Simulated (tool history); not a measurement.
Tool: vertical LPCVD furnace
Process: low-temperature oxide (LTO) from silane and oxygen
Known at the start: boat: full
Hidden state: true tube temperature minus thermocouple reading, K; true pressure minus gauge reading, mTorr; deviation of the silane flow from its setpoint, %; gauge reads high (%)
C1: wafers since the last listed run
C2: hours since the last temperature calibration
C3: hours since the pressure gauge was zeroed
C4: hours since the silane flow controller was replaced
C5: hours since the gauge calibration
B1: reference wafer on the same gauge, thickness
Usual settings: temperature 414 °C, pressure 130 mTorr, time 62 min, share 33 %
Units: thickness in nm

{"run": 1, "hour": 0.0, "temperature": 414, "pressure": 130, "time": 45.5, "share": 33, "C1": 0, "C2": 1032, "C3": 4035.1, "C4": 3701.8, "C5": 1845.5, "B1": 326.21, "thickness": 219.82}
{"run": 2, "hour": 220.6, "temperature": 414, "pressure": 130, "time": 45.5, "share": 33, "C1": 1936, "C2": 1252.6, "C3": 4255.7, "C4": 3922.4, "C5": 2066.1, "B1": 324.43, "thickness": 215.12}
{"run": 3, "hour": 261.4, "temperature": 414, "pressure": 130, "time": 62, "share": 33, "C1": 358, "C2": 1293.4, "C3": 4296.5, "C4": 3963.2, "C5": 2106.9, "B1": 324.37, "thickness": 293.51}
{"hour": 305.9, "done": "gauge calibrated"}
{"run": 4, "hour": 348.3, "temperature": 414, "pressure": 130, "time": 62, "share": 33, "C1": 763, "C2": 1380.3, "C3": 4383.4, "C4": 4050.1, "C5": 42.4, "B1": 341.62, "thickness": 310.25}
{"run": 5, "hour": 433.2, "temperature": 414, "pressure": 130, "time": 62, "share": 33, "C1": 745, "C2": 1465.2, "C3": 4468.3, "C4": 4135, "C5": 127.3, "B1": 340.91, "thickness": 312.23}
{"run": 6, "hour": 499.9, "temperature": 414, "pressure": 130, "time": 62, "share": 33, "C1": 585, "C2": 1531.9, "C3": 4535, "C4": 4201.7, "C5": 194, "B1": 340.64, "thickness": 310.22}
{"run": 7, "hour": 601.2, "temperature": 414, "pressure": 130, "time": 62, "share": 33, "C1": 889, "C2": 1633.2, "C3": 4636.3, "C4": 4303, "C5": 295.3, "B1": 339.98, "thickness": 307.87}
{"run": 8, "hour": 662.0, "temperature": 414, "pressure": 130, "time": 52, "share": 33, "C1": 533, "C2": 1694, "C3": 4697.1, "C4": 4363.8, "C5": 356.1, "B1": 339.11, "thickness": 257.2}
{"run": 9, "hour": 739.6, "temperature": 414, "pressure": 130, "time": 62, "share": 33, "C1": 681, "C2": 1771.6, "C3": 4774.7, "C4": 4441.4, "C5": 433.7, "B1": 338.46, "thickness": 309.52}
{"run": 10, "hour": 829.3, "temperature": 410, "pressure": 160, "time": 48, "share": 33, "C1": 787, "C2": 1861.3, "C3": 4864.4, "C4": 4531.1, "C5": 523.4, "B1": 338.25, "thickness": 280.78}
{"run": 11, "hour": 901.5, "temperature": 423, "pressure": 120, "time": 78.5, "share": 39, "C1": 633, "C2": 1933.5, "C3": 4936.6, "C4": 4603.3, "C5": 595.6, "B1": 336.96, "thickness": 485.31}
{"run": 12, "hour": 988.1, "temperature": 414, "pressure": 155, "time": 62, "share": 36, "C1": 760, "C2": 2020.1, "C3": 5023.2, "C4": 4689.9, "C5": 682.2, "B1": 336.48, "thickness": 406.99}
{"hour": 1032.2, "done": "pressure gauge zeroed"}
{"run": 13, "hour": 1073.3, "temperature": 418, "pressure": 130, "time": 41.5, "share": 33, "C1": 537, "C2": 2105.3, "C3": 41.1, "C4": 4775.1, "C5": 767.4, "B1": 336.02, "thickness": 213.69}
{"run": 14, "hour": 1149.9, "temperature": 414, "pressure": 130, "time": 62, "share": 33, "C1": 672, "C2": 2181.9, "C3": 117.7, "C4": 4851.7, "C5": 844, "B1": 335.33, "thickness": 303.53}
{"run": 15, "hour": 1196.3, "temperature": 414, "pressure": 105, "time": 77.5, "share": 29, "C1": 407, "C2": 2228.3, "C3": 164.1, "C4": 4898.1, "C5": 890.4, "B1": 335.16, "thickness": 253.74}
{"run": 16, "hour": 1271.0, "temperature": 419, "pressure": 130, "time": 74, "share": 33, "C1": 655, "C2": 2303, "C3": 238.8, "C4": 4972.8, "C5": 965.1, "B1": 334.62, "thickness": 380.53}
{"run": 17, "hour": 1342.0, "temperature": 419, "pressure": 130, "time": 74, "share": 33, "C1": 623, "C2": 2374, "C3": 309.8, "C4": 5043.8, "C5": 1036.1, "B1": 333.65, "thickness": 378.92}
{"run": 18, "hour": 1422.1, "temperature": 414, "pressure": 100, "time": 81.5, "share": 33, "C1": 703, "C2": 2454.1, "C3": 389.9, "C4": 5123.9, "C5": 1116.2, "B1": 332.84, "thickness": 301.46}
{"hour": 1560.0, "done": "thermocouples replaced and temperature profile calibrated"}
{"run": 19, "hour": 1594.6, "temperature": 424, "pressure": 150, "time": 77.5, "share": 30, "C1": 1303, "C2": 34.6, "C3": 562.4, "C4": 5296.4, "C5": 1288.7, "B1": 331.67, "thickness": 423.25}
{"hour": 1634.3, "done": "silane flow controller replaced"}
{"run": 20, "hour": 1691.2, "temperature": 414, "pressure": 130, "time": 62, "share": 33, "C1": 637, "C2": 131.2, "C3": 659, "C4": 56.9, "C5": 1385.3, "B1": 330.63, "thickness": 301.8}
{"run": 21, "hour": 1778.4, "temperature": 403, "pressure": 130, "time": 62, "share": 29, "C1": 765, "C2": 218.4, "C3": 746.2, "C4": 144.1, "C5": 1472.5, "B1": 330.12, "thickness": 218.33}
{"run": 22, "hour": 1815.6, "temperature": 414, "pressure": 130, "time": 62, "share": 39, "C1": 326, "C2": 255.6, "C3": 783.4, "C4": 181.3, "C5": 1509.7, "B1": 329.58, "thickness": 371.69}
{"run": 23, "hour": 1864.0, "temperature": 418, "pressure": 130, "time": 41.5, "share": 33, "C1": 424, "C2": 304, "C3": 831.8, "C4": 229.7, "C5": 1558.1, "B1": 329.51, "thickness": 209.97}
{"run": 24, "hour": 1908.9, "temperature": 408, "pressure": 155, "time": 77, "share": 33, "C1": 394, "C2": 348.9, "C3": 876.7, "C4": 274.6, "C5": 1603, "B1": 329.18, "thickness": 412.61}
{"run": 25, "hour": 1989.6, "temperature": 414, "pressure": 145, "time": 62, "share": 37, "C1": 708, "C2": 429.6, "C3": 957.4, "C4": 355.3, "C5": 1683.7, "B1": 328.08, "thickness": 387.37}
{"run": 26, "hour": 2026.5, "temperature": 423, "pressure": 120, "time": 78.5, "share": 39, "C1": 324, "C2": 466.5, "C3": 994.3, "C4": 392.2, "C5": 1720.6, "B1": 328.02, "thickness": 471.93}
{"run": 27, "hour": 2120.8, "temperature": 414, "pressure": 130, "time": 62, "share": 33, "C1": 828, "C2": 560.8, "C3": 1088.6, "C4": 486.5, "C5": 1814.9, "B1": 327.11, "thickness": 297.76}
{"run": 28, "hour": 2211.5, "temperature": 414, "pressure": 115, "time": 71, "share": 33, "C1": 796, "C2": 651.5, "C3": 1179.3, "C4": 577.2, "C5": 1905.6, "B1": 326.91, "thickness": 301.52}
{"hour": 2355.3, "done": "gauge calibrated"}
{"run": 29, "hour": 2424.0, "temperature": 408, "pressure": 130, "time": 47.5, "share": 33, "C1": 1865, "C2": 864, "C3": 1391.8, "C4": 789.7, "C5": 68.7, "B1": 340.89, "thickness": 220.88}
{"run": 30, "hour": 2486.6, "temperature": 414, "pressure": 130, "time": 62, "share": 33, "C1": 549, "C2": 926.6, "C3": 1454.4, "C4": 852.3, "C5": 131.3, "B1": 339.96, "thickness": 308.67}
{"run": 31, "hour": 2575.1, "temperature": 410, "pressure": 105, "time": 75.5, "share": 37, "C1": 777, "C2": 1015.1, "C3": 1542.9, "C4": 940.8, "C5": 219.8, "B1": 339.23, "thickness": 336.68}

The next listed run, before its measurement:
{"run": 32, "hour": 2618.3, "temperature": 414, "pressure": 130, "time": 68.5, "share": 31, "C1": 379, "C2": 1058.3, "C3": 1586.1, "C4": 984, "C5": 263, "B1": "?", "thickness": "?"}

{"run 32": {"B1": 339, "thickness": 312.94}}
Without the tool's hidden state the same run would have given thickness 316.56 nm.
